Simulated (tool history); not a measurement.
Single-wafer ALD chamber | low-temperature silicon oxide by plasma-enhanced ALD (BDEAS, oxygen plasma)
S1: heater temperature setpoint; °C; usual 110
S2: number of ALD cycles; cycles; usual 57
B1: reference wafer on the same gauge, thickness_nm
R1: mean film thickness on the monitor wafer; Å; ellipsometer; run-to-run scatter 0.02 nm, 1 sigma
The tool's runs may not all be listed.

run 1 day=0.000 | S1=110 S2=63 | B1=6.310 | R1=85.83
run 2 day=0.692 | S1=110 S2=63 | B1=6.305 | R1=85.97
run 3 day=2.912 | S1=110 S2=63 | B1=6.302 | R1=85.88
run 4 day=3.346 | S1=110 S2=57 | B1=6.302 | R1=77.57
run 5 day=3.908 | S1=107 S2=57 | B1=6.302 | R1=77.57
run 6 day=4.333 | S1=115 S2=57 | B1=6.301 | R1=77.05
run 7 day=4.621 | S1=115 S2=57 | B1=6.300 | R1=76.82
run 8 day=4.892 | S1=115 S2=57 | B1=6.296 | R1=77.15
run 9 day=5.600 | S1=110 S2=57 | B1=6.294 | R1=77.70
run 10 day=6.188 | S1=110 S2=57 | B1=6.296 | R1=77.93
run 11 day=6.629 | S1=110 S2=57 | B1=6.293 | R1=77.86
run 12 day=7.317 | S1=110 S2=57 | B1=6.291 | R1=77.52
run 13 day=7.925 | S1=110 S2=57 | B1=6.291 | R1=77.79
run 14 day=8.208 | S1=104 S2=57 | B1=6.291 | R1=78.32
run 15 day=8.654 | S1=104 S2=57 | B1=6.295 | R1=78.26
-- day=10.100 thermocouple changed; heater temperature recalibrated
run 16 day=10.121 | S1=110 S2=57 | B1=6.289 | R1=77.42
run 17 day=10.412 | S1=110 S2=57 | B1=6.290 | R1=77.68
run 18 day=10.971 | S1=110 S2=57 | B1=6.291 | R1=77.53
run 19 day=11.479 | S1=110 S2=57 | B1=6.290 | R1=77.83
run 20 day=12.175 | S1=110 S2=57 | B1=6.291 | R1=77.41
run 21 day=12.804 | S1=106 S2=57 | B1=6.288 | R1=78.13
-- day=12.971 gauge calibrated
run 22 day=13.367 | S1=119 S2=57 | B1=6.368 | R1=77.19
run 23 day=13.988 | S1=116 S2=66 | B1=6.365 | R1=89.83
run 24 day=14.683 | S1=123 S2=46 | B1=6.359 | R1=61.76
run 25 day=15.246 | S1=123 S2=46 | B1=6.356 | R1=61.76
run 26 day=15.771 | S1=121 S2=57 | B1=6.344 | R1=77.13
run 27 day=16.375 | S1=110 S2=57 | B1=6.339 | R1=78.52
run 28 day=17.742 | S1=119 S2=64 | B1=6.329 | R1=86.45
run 29 day=18.096 | S1=97 S2=57 | B1=6.335 | R1=80.25
run 30 day=18.625 | S1=104 S2=63 | B1=6.329 | R1=87.11
run 31 day=18.896 | S1=117 S2=48 | B1=6.325 | R1=64.82
run 32 day=19.542 | S1=124 S2=53 | B1=6.322 | R1=70.73
run 33 day=20.267 | S1=98 S2=46 | B1=6.315 | R1=64.26
run 34 day=20.521 | S1=110 S2=57 | B1=6.315 | R1=78.07
run 35 day=21.288 | S1=105 S2=54 | B1=6.312 | R1=74.34
run 36 day=21.746 | S1=110 S2=65 | B1=6.315 | R1=88.73
run 37 day=22.146 | S1=116 S2=49 | B1=6.310 | R1=66.03
run 38 day=22.796 | S1=101 S2=50 | B1=6.304 | R1=69.39

Below are 5 alternative next runs, each starting from the tool's condition after run 38. Predict each:
run A day=22.817 | S1=103 S2=57 | B1=? | R1=?
run B day=22.817 | S1=120 S2=61 | B1=? | R1=?
run C day=22.817 | S1=98 S2=68 | B1=? | R1=?
run D day=22.817 | S1=104 S2=67 | B1=? | R1=?
run E day=22.817 | S1=110 S2=52 | B1=? | R1=?

run=A B1=6.309 R1=78.70
run=B B1=6.309 R1=81.65
run=C B1=6.309 R1=95.07
run=D B1=6.309 R1=92.35
run=E B1=6.309 R1=70.89
Had the tool no hidden state, the same runs would have come out as:
run=A R1=79.60
run=B R1=82.58
run=C R1=96.15
run=D R1=93.40
run=E R1=71.70
